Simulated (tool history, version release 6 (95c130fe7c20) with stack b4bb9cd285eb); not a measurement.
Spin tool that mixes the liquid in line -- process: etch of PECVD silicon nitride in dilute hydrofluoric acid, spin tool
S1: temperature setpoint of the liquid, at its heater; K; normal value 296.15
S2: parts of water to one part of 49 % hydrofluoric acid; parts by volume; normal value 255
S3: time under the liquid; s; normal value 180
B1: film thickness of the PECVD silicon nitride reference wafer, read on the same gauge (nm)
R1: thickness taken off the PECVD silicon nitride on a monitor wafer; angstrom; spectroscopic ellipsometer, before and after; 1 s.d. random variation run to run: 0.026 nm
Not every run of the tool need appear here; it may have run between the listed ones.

| run | hour | S1 | S2 | S3 | B1 | R1 |
|---|---|---|---|---|---|---|
| 1 | 0.0 | 296.15 | 255 | 180 | 39.521 | 36.45 |
| 2 | 58.7 | 296.15 | 255 | 180 | 39.484 | 35.80 |
| 3 | 141.8 | 296.15 | 255 | 180 | 39.355 | 35.78 |
| 4 | 226.7 | 296.15 | 185 | 180 | 39.269 | 48.37 |
| 5 | 286.1 | 296.15 | 155 | 180 | 39.238 | 58.31 |
| 6 | 357.3 | 296.15 | 155 | 180 | 39.161 | 58.64 |
| 7 | 418.1 | 296.15 | 255 | 180 | 39.134 | 35.77 |
| 8 | 519.5 | 296.15 | 255 | 180 | 39.030 | 35.59 |
| 9 | 573.5 | 296.15 | 255 | 180 | 38.950 | 35.69 |
| 10 | 660.6 | 294.65 | 160 | 180 | 38.808 | 50.73 |
| 11 | 714.4 | 294.65 | 160 | 180 | 38.816 | 51.03 |
| 12 | 790.7 | 296.15 | 255 | 180 | 38.683 | 35.26 |
|  | 794.9 | gauge calibrated |
| 13 | 869.1 | 296.15 | 255 | 180 | 40.271 | 36.90 |
| 14 | 927.5 | 296.15 | 255 | 180 | 40.204 | 36.52 |
| 15 | 1015.0 | 296.15 | 255 | 240 | 40.268 | 48.89 |
| 16 | 1060.3 | 296.15 | 255 | 240 | 40.235 | 49.12 |
| 17 | 1124.6 | 296.15 | 255 | 180 | 40.242 | 36.70 |
| 18 | 1227.3 | 296.15 | 340 | 180 | 40.228 | 27.55 |
| 19 | 1331.4 | 296.15 | 255 | 235 | 40.150 | 48.00 |
| 20 | 1393.2 | 293.15 | 340 | 180 | 40.138 | 22.93 |
|  | 1406.2 | thermometer replaced |
| 21 | 1457.7 | 299.15 | 190 | 130 | 40.093 | 43.20 |
| 22 | 1558.9 | 298.65 | 315 | 260 | 40.113 | 50.13 |
| 23 | 1601.3 | 296.15 | 310 | 140 | 40.081 | 23.16 |
|  | 1689.1 | hydrofluoric acid flow meter replaced |
| 24 | 1705.2 | 296.15 | 255 | 180 | 39.995 | 37.04 |
| 25 | 1765.8 | 296.15 | 150 | 180 | 39.953 | 61.73 |
| 26 | 1841.2 | 301.15 | 255 | 180 | 39.962 | 49.43 |
| 27 | 1948.9 | 296.15 | 255 | 180 | 39.885 | 36.88 |
| 28 | 1995.9 | 296.15 | 255 | 115 | 39.830 | 23.60 |
| 29 | 2074.1 | 293.65 | 370 | 285 | 39.768 | 34.22 |
| 30 | 2126.2 | 296.15 | 255 | 180 | 39.785 | 36.23 |
| 31 | 2196.3 | 296.15 | 255 | 105 | 39.761 | 21.24 |
| 32 | 2269.7 | 298.15 | 155 | 240 | 39.617 | 89.74 |

Below are 3 alternative next runs, each starting from the tool's condition after run 32. Predict each:
| A | 2270.2 | 296.15 | 380 | 180 | ? | ? |
| B | 2270.2 | 298.15 | 330 | 85 | ? | ? |
| C | 2270.2 | 296.15 | 255 | 120 | ? | ? |

| run | B1 | R1 |
|---|---|---|
| A | 39.628 | 24.61 |
| B | 39.628 | 15.07 |
| C | 39.628 | 24.29 |
What these runs would have given with no unlogged condition in the tool:
| run | R1 |
|---|---|
| A | 24.83 |
| B | 15.20 |
| C | 24.51 |
